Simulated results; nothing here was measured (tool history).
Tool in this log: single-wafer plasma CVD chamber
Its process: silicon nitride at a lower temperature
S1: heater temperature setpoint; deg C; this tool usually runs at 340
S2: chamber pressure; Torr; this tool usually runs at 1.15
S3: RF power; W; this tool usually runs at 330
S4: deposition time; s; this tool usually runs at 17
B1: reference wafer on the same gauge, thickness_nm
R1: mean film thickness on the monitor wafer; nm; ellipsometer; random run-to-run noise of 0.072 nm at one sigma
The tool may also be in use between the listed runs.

run	hour	S1	S2	S3	S4	B1	R1
1	0	340	1.24	330	17	19.9	21.242
2	34.3	340	1.15	330	17	19.891	20.907
3	68.6	340	1.15	330	17	19.893	20.706
4	104	340	1.15	330	17	19.904	20.737
# hour 117: RF generator calibrated
5	120.2	340	1.15	330	17	19.899	20.319
# hour 126.5: gauge calibrated
6	145.9	350	1.15	330	17	19.91	20.111
7	162.4	340	1.15	330	17	19.911	20.199
8	180.8	340	1.15	330	17	19.879	20.147
9	198.5	340	1.15	330	17	19.879	20.231
10	218.8	340	1.15	330	17	19.895	20.224
11	253.5	352	1.15	290	19.3	19.91	21.314
12	267.5	332	1.15	345	17	19.916	20.766
13	280.3	340	1.15	375	19.9	19.902	25.5
# hour 290.8: thermocouple changed; heater temperature recalibrated
14	294.8	330	1.07	285	17	19.894	18.204
15	310.8	340	1.15	330	17	19.911	20.283
# hour 332: RF generator calibrated, repeated, since the last time left the tool worse
# hour 333.8: capacitance manometer re-zeroed and calibrated
16	334.3	336	1.37	330	17	19.893	22.783
# hour 368.6: showerhead replaced
17	369.1	340	1.15	330	17	19.897	21.417
18	381.9	340	1.15	330	17	19.902	21.407
19	405.4	340	1.02	330	17	19.915	20.434
20	425.4	340	1.15	330	17	19.894	21.506
21	452.3	353	1.01	365	14.9	19.905	18.7
22	465.4	340	1.15	330	17	19.902	21.469
23	491.6	352	1.15	290	19.3	19.898	22.565
24	521.3	340	1.34	280	19.5	19.912	23.783
25	542.3	353	1.41	310	19.6	19.914	25.727
26	567.7	340	0.93	330	17	19.898	19.574
27	585.1	346	1.38	330	19.4	19.906	26.103
28	644.2	340	1.15	330	17	19.89	21.313
29	660.3	332	1.15	295	17	19.891	20.295

Here are 3 independent what-if runs from the current tool condition. What would each one return?
A	660.7	340	1.15	330	18.9	?	?
B	660.7	340	1.27	330	16.1	?	?
C	660.7	340	1.15	330	19.3	?	?

run	B1	R1
A	19.882	23.747
B	19.882	20.989
C	19.882	24.249
Stripped of hidden state, with their random variation kept, the same runs would have yielded:
run	R1
A	23.8
B	21.036
C	24.303
